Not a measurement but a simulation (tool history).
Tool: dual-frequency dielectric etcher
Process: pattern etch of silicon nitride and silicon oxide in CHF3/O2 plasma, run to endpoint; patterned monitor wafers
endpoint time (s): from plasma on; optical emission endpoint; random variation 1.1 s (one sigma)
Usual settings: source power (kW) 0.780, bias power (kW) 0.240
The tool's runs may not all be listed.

| run | hour | source power (kW) | bias power (kW) | incoming incoming film thickness, nm | endpoint time (s) |
|---|---|---|---|---|---|
| 1 | 0.0 | 0.780 | 0.275 | 282.5 | 145.8 |
| 2 | 47.0 | 0.780 | 0.208 | 280.7 | 157.7 |
| 3 | 93.6 | 0.780 | 0.208 | 279.3 | 154.3 |
| 4 | 155.2 | 0.900 | 0.195 | 280.8 | 148.7 |
|  | 190.5 | wet clean of the chamber |
| 5 | 191.0 | 0.900 | 0.195 | 279.1 | 152.9 |
| 6 | 248.4 | 0.780 | 0.240 | 278.8 | 153.8 |
| 7 | 294.7 | 0.780 | 0.240 | 276.9 | 152.5 |
| 8 | 331.7 | 0.680 | 0.240 | 277.8 | 163.2 |
|  | 438.9 | bias power generator calibrated |
|  | 548.9 | upper electrode replaced, of another model than before |
| 9 | 549.4 | 0.780 | 0.240 | 281.5 | 152.5 |
| 10 | 587.3 | 0.780 | 0.240 | 279.6 | 150.4 |
| 11 | 654.4 | 0.780 | 0.240 | 280.2 | 150.1 |
| 12 | 698.4 | 0.780 | 0.240 | 279.4 | 147.0 |
|  | 751.5 | wet clean of the chamber |
| 13 | 752.0 | 0.780 | 0.240 | 278.4 | 154.8 |
| 14 | 764.4 | 0.690 | 0.278 | 277.0 | 164.3 |
|  | 779.0 | source power generator calibrated |
| 15 | 831.8 | 0.580 | 0.188 | 278.1 | 205.2 |
| 16 | 889.4 | 0.950 | 0.188 | 278.5 | 139.0 |
| 17 | 952.6 | 0.670 | 0.296 | 279.2 | 163.0 |
| 18 | 990.6 | 0.690 | 0.204 | 277.6 | 170.8 |
| 19 | 1058.5 | 0.780 | 0.240 | 280.3 | 152.0 |
| 20 | 1118.3 | 0.780 | 0.208 | 278.7 | 153.9 |
| 21 | 1161.7 | 0.900 | 0.298 | 279.8 | 130.4 |
| 22 | 1190.5 | 0.860 | 0.296 | 280.5 | 135.1 |
|  | 1244.8 | wet clean of the chamber |
| 23 | 1245.3 | 0.780 | 0.270 | 276.6 | 150.4 |

5 ways to go on from here, each from the tool as it stands after run 23. What would each give?
| A | 1245.8 | 0.780 | 0.240 | 279.2 | ? |
| B | 1245.8 | 0.700 | 0.240 | 279.2 | ? |
| C | 1245.8 | 0.720 | 0.240 | 279.2 | ? |
| D | 1245.8 | 0.910 | 0.281 | 279.2 | ? |
| E | 1245.8 | 0.780 | 0.191 | 279.2 | ? |

| run | endpoint time (s) |
|---|---|
| A | 154.0 |
| B | 167.4 |
| C | 163.6 |
| D | 134.8 |
| E | 159.3 |
Without the tool's hidden state the same runs would have given:
| run | endpoint time (s) |
|---|---|
| A | 154.0 |
| B | 167.5 |
| C | 163.7 |
| D | 134.9 |
| E | 159.4 |
